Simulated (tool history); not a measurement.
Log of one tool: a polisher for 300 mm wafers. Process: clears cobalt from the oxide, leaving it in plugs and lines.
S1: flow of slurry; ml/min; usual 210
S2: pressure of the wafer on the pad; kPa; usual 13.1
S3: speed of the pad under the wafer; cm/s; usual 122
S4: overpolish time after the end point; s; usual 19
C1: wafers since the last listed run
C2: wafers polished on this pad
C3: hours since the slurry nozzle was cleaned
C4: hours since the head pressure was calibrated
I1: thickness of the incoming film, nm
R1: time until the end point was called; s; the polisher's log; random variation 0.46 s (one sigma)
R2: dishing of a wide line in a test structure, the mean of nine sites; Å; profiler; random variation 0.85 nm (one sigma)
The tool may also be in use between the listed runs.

Run 1, hour 0.0: usual settings; C1 0; C2 1610; C3 186.5; C4 357.9; I1 284.3. Result: R1 43.3 s, R2 585 Å.
Run 2, hour 63.2: usual settings; C1 857; C2 2467; C3 249.7; C4 421.1; I1 291.1. Result: R1 44.5 s, R2 590 Å.
At hour 88.4: worn pad replaced by a new one.
Run 3, hour 89.7: usual settings; C1 305; C2 17; C3 276.2; C4 447.6; I1 286.7. Result: R1 41.8 s, R2 587 Å.
At hour 94.4: head pressure recalibrated.
Run 4, hour 132.2: usual settings; C1 549; C2 567; C3 318.7; C4 37.8; I1 289.7. Result: R1 43.7 s, R2 601 Å.
Run 5, hour 190.7: usual settings; C1 793; C2 1360; C3 377.2; C4 96.3; I1 289.8. Result: R1 43.8 s, R2 586 Å.
Run 6, hour 219.5: usual settings; C1 390; C2 1751; C3 406.0; C4 125.1; I1 287.7. Result: R1 43.4 s, R2 609 Å.
At hour 251.7: worn pad replaced by a new one.
Run 7, hour 259.4: usual settings; C1 487; C2 104; C3 445.9; C4 165.0; I1 291.6. Result: R1 42.8 s, R2 587 Å.
Run 8, hour 301.4: usual settings; C1 569; C2 674; C3 487.9; C4 207.0; I1 292.0. Result: R1 43.4 s, R2 594 Å.
Run 9, hour 327.9: usual settings but S4 21 s; C1 359; C2 1033; C3 514.4; C4 233.5; I1 286.3. Result: R1 42.8 s, R2 624 Å.
Run 10, hour 397.0: usual settings but S4 21 s; C1 937; C2 1970; C3 583.5; C4 302.6; I1 292.8. Result: R1 44.4 s, R2 596 Å.
At hour 416.7: worn pad replaced by a new one.
Run 11, hour 422.1: usual settings but S1 135 ml/min, S2 10.3 kPa, S3 108 cm/s; C1 286; C2 73; C3 608.6; C4 327.7; I1 290.1. Result: R1 61.3 s, R2 505 Å.
Run 12, hour 466.3: usual settings; C1 599; C2 673; C3 652.8; C4 371.9; I1 287.8. Result: R1 43.1 s, R2 604 Å.
At hour 471.0: slurry nozzle cleaned.
Run 13, hour 534.7: usual settings but S2 14.5 kPa, S3 88 cm/s; C1 914; C2 1587; C3 63.7; C4 440.3; I1 288.7. Result: R1 55.3 s, R2 526 Å.
Run 14, hour 597.1: usual settings but S4 21 s; C1 846; C2 2434; C3 126.1; C4 502.7; I1 292.2. Result: R1 43.8 s, R2 617 Å.
At hour 606.3: head pressure recalibrated.
Run 15, hour 625.1: usual settings but S3 80 cm/s; C1 352; C2 2786; C3 154.1; C4 18.8; I1 286.0. Result: R1 65.8 s, R2 485 Å.
At hour 630.1: worn pad replaced by a new one.
Run 16, hour 694.7: usual settings but S1 190 ml/min, S3 108 cm/s, S4 14 s; C1 889; C2 875; C3 223.7; C4 88.4; I1 293.4. Result: R1 49.6 s, R2 473 Å.
Run 17, hour 757.6: usual settings; C1 853; C2 1729; C3 286.6; C4 151.3; I1 291.5. Result: R1 43.7 s, R2 583 Å.
Run 18, hour 815.5: usual settings but S1 245 ml/min, S4 16 s; C1 785; C2 2514; C3 344.5; C4 209.2; I1 289.0. Result: R1 43.1 s, R2 558 Å.
At hour 826.9: worn pad replaced by a new one.
Run 19, hour 848.4: usual settings but S2 16.5 kPa; C1 392; C2 292; C3 377.4; C4 242.1; I1 294.1. Result: R1 34.7 s, R2 651 Å.
Run 20, hour 906.6: usual settings but S3 132 cm/s, S4 10 s; C1 789; C2 1081; C3 435.6; C4 300.3; I1 293.6. Result: R1 41.2 s, R2 446 Å.
Run 21, hour 935.3: usual settings; C1 389; C2 1470; C3 464.3; C4 329.0; I1 291.1. Result: R1 43.3 s, R2 599 Å.

5 ways to go on from here, each from the tool as it stands after run 21. What would each give?
Run A, hour 935.7: usual settings; C1 5; C2 1476; C3 464.7; C4 329.4; I1 292.1. Result: R1 ?, R2 ?.
Run B, hour 935.7: usual settings but S2 9.0 kPa; C1 5; C2 1476; C3 464.7; C4 329.4; I1 292.1. Result: R1 ?, R2 ?.
Run C, hour 935.7: usual settings but S2 10.3 kPa, S3 88 cm/s; C1 5; C2 1476; C3 464.7; C4 329.4; I1 292.1. Result: R1 ?, R2 ?.
Run D, hour 935.7: usual settings but S1 150 ml/min, S2 9.0 kPa, S4 23 s; C1 5; C2 1476; C3 464.7; C4 329.4; I1 292.1. Result: R1 ?, R2 ?.
Run E, hour 935.7: usual settings but S2 16.5 kPa, S3 88 cm/s, S4 27 s; C1 5; C2 1476; C3 464.7; C4 329.4; I1 292.1. Result: R1 ?, R2 ?.

run    R1   R2
  A  44.4  579
  B  62.0  495
  C  75.2  444
  D  64.1  537
  E  49.3  634
Without the tool's hidden state the same runs would have given:
run    R1   R2
  A  42.3  591
  B  59.0  508
  C  71.6  457
  D  61.0  550
  E  46.9  643

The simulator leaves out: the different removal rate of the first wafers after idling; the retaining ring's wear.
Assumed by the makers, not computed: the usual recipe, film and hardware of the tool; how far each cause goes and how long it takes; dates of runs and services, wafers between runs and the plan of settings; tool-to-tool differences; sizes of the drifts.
